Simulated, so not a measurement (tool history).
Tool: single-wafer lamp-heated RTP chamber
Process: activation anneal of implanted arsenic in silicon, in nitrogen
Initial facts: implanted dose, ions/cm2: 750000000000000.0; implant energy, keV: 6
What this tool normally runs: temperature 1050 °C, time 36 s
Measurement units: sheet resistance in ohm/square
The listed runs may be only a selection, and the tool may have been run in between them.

run     day  temperature  time  read-back reference wafer on the same gauge, sheet resistance  sheet resistance
  1   0.000         1050    36                                                         118.91            126.67
  2   2.879         1050    36                                                         119.18            126.01
  3   3.646         1050    36                                                         118.77            125.97
  4   4.300         1050    36                                                         118.90            126.00
  5   5.662         1050    36                                                         119.05            125.58
  6   6.950         1050    36                                                         118.76            125.24
  7   8.104         1050    36                                                         118.95            124.10
  8   9.483         1062    26                                                         118.88            124.77
  9  10.429         1050    52                                                         118.78            120.04
 10  11.925         1050    52                                                         118.89            122.97
 11  12.725         1050    52                                                         118.82            123.06
 12  13.296         1060    36                                                         119.09            124.26
 13  14.404         1060    36                                                         119.17            124.01
 14  15.725         1060    36                                                         118.97            124.63
 15  16.575         1029    28                                                         119.17            137.38
 16  17.171         1050    52                                                         118.97            122.37
 17  18.483         1074    20                                                         119.02            127.36
 18  21.971         1064    44                                                         119.01            119.88
 19  23.083         1035    17                                                         118.89            142.78
 20  23.625         1050    26                                                         118.93            129.83
 21  24.475         1080    54                                                         119.16            114.32
 22  25.425         1031    53                                                         119.19            125.30
 23  26.742         1078    52                                                         118.85            115.04
 24  27.517         1050    36                                                         119.10            124.97
 25  28.446         1065    36                                                         119.20            120.95
 26  29.450         1050    55                                                         119.04            120.05
 27  30.821         1026    49                                                         118.95            127.18
 28  32.125         1073    29                                                         119.15            123.52
 29  33.062         1050    36                                                         118.96            127.02
 30  34.008         1020    27                                                         118.99            143.07
 31  34.608         1050    36                                                         118.88            126.28

Taken out of this log: 4 entries between the listed runs. Where each belongs, and how the hidden state differs across it:
In the gap between runs 9 and 10: pyrometer window cleaned and pyrometer calibrated (day 11.317)
  true wafer temperature minus pyrometer reading, K: 12.4 -> 1.15
  difference, measured minus the result without the unlogged condition, sheet resistance: -2.87 -> -0.27 ohm/square
In the gap between runs 11 and 12: reflector plate cleaned (day 13.104)
  true wafer temperature minus pyrometer reading, K: 1.2 -> 1.27
  difference, measured minus the result without the unlogged condition, sheet resistance: -0.28 -> -0.32 ohm/square
In the gap between runs 12 and 13: gauge calibrated (day 13.433)
  true wafer temperature minus pyrometer reading, K: 1.27 -> 1.45
  difference, measured minus the result without the unlogged condition, sheet resistance: -0.32 -> -0.37 ohm/square
In the gap between runs 27 and 28: pyrometer window cleaned and pyrometer calibrated (day 31.825)
  true wafer temperature minus pyrometer reading, K: 13.7 -> 1.8
  difference, measured minus the result without the unlogged condition, sheet resistance: -3.92 -> -0.45 ohm/square

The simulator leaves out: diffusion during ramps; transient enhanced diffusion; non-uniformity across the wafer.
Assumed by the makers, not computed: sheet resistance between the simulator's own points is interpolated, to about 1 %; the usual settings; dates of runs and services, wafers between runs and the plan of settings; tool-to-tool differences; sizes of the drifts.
